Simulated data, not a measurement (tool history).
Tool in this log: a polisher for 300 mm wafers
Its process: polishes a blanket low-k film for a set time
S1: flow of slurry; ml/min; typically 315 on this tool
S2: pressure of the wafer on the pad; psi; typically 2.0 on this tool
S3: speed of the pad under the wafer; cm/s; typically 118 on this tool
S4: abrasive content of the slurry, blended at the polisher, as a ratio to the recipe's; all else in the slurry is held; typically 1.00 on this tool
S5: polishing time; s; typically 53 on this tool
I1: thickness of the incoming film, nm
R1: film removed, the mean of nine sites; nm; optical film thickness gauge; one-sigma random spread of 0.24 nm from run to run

run,day,S1,S2,S3,S4,S5,I1,R1
1,0.000,315,2.0,118,1.00,53,568.3,27.8
2,0.588,315,2.0,118,1.00,53,558.3,27.3
3,1.575,315,2.0,118,1.00,53,550.2,27.1
4,2.433,250,1.4,118,0.70,53,572.5,17.5
5,4.908,315,2.4,118,1.00,58,548.8,33.1
6,5.958,315,1.5,118,1.00,37,562.0,14.8
# day 6.104: slurry blender recalibrated
7,6.754,315,2.0,118,1.00,53,559.7,28.6
8,8.162,315,2.0,132,1.00,69,571.8,39.7
# day 8.371: worn pad replaced by a new one
9,9.158,315,1.3,106,0.70,53,554.9,16.6
10,10.612,260,1.7,118,1.00,53,563.9,24.2
# day 10.938: conditioning disc replaced and pad reconditioned
11,11.492,415,2.0,80,1.00,59,556.9,24.1
12,12.608,315,2.5,154,1.20,53,564.9,41.3
# day 12.817: slurry nozzle cleaned
13,13.958,315,2.5,142,1.30,53,567.8,40.1
14,14.900,315,2.0,118,1.00,53,572.4,26.2
15,16.146,315,2.0,118,1.20,53,555.1,28.0
# day 17.683: slurry blender recalibrated
16,18.721,315,2.6,118,1.00,53,558.2,35.7
17,19.462,230,2.0,118,0.80,37,570.2,17.5
18,20.492,315,2.0,118,0.70,53,561.2,24.4
# day 20.617: head pressure recalibrated
# day 20.717: worn pad replaced by a new one
19,22.325,315,2.5,118,1.10,64,561.5,41.6
# day 23.150: conditioning disc replaced and pad reconditioned
20,23.708,315,2.0,106,1.00,37,556.3,17.7
21,25.100,315,2.0,118,1.00,53,558.2,27.0
22,26.250,315,2.0,118,1.00,53,551.8,26.6
23,27.492,315,2.0,118,1.00,61,564.0,30.4
24,28.725,315,2.5,118,1.10,64,550.7,38.3
25,29.275,315,2.0,118,1.00,53,564.5,26.1
# day 30.025: slurry blender recalibrated
26,30.638,225,2.2,118,1.00,40,559.2,22.3
# day 31.154: worn pad replaced by a new one
27,31.942,315,2.0,118,1.00,53,565.3,28.6

For some of the steps in R1 from one run to the next: how much would appear even if the tool had no hidden state, given the settings, what came in and random variation, and how much remains for the hidden state plus any gauge scatter that the measured result and the result without hidden state don't share?
Hidden state present: removal rate lost through wear of the pad, %; slurry flow missing at the pad, %; deviation of the head's pressure from its setpoint, %; abrasive missing from the slurry, %; time polished since the conditioner stopped cutting, s.
Run 8 -> 9: S2 2.0 -> 1.3, S3 132 -> 106, S4 1.00 -> 0.70, S5 69 -> 53, worn pad replaced by a new one. R1 -23.1 nm: hidden state +0.5, all else -23.6.
Run 15 -> 16: S2 2.0 -> 2.6, S4 1.20 -> 1.00, slurry blender recalibrated. R1 +7.7 nm: hidden state +2.6, all else +5.1.
Run 19 -> 20: S2 2.5 -> 2.0, S3 118 -> 106, S4 1.10 -> 1.00, S5 64 -> 37, conditioning disc replaced and pad reconditioned. R1 -23.9 nm: hidden state +0.9, all else -24.8.
Run 25 -> 26: S1 315 -> 225, S2 2.0 -> 2.2, S5 53 -> 40, slurry blender recalibrated. R1 -3.8 nm: hidden state +3.0, all else -6.8.
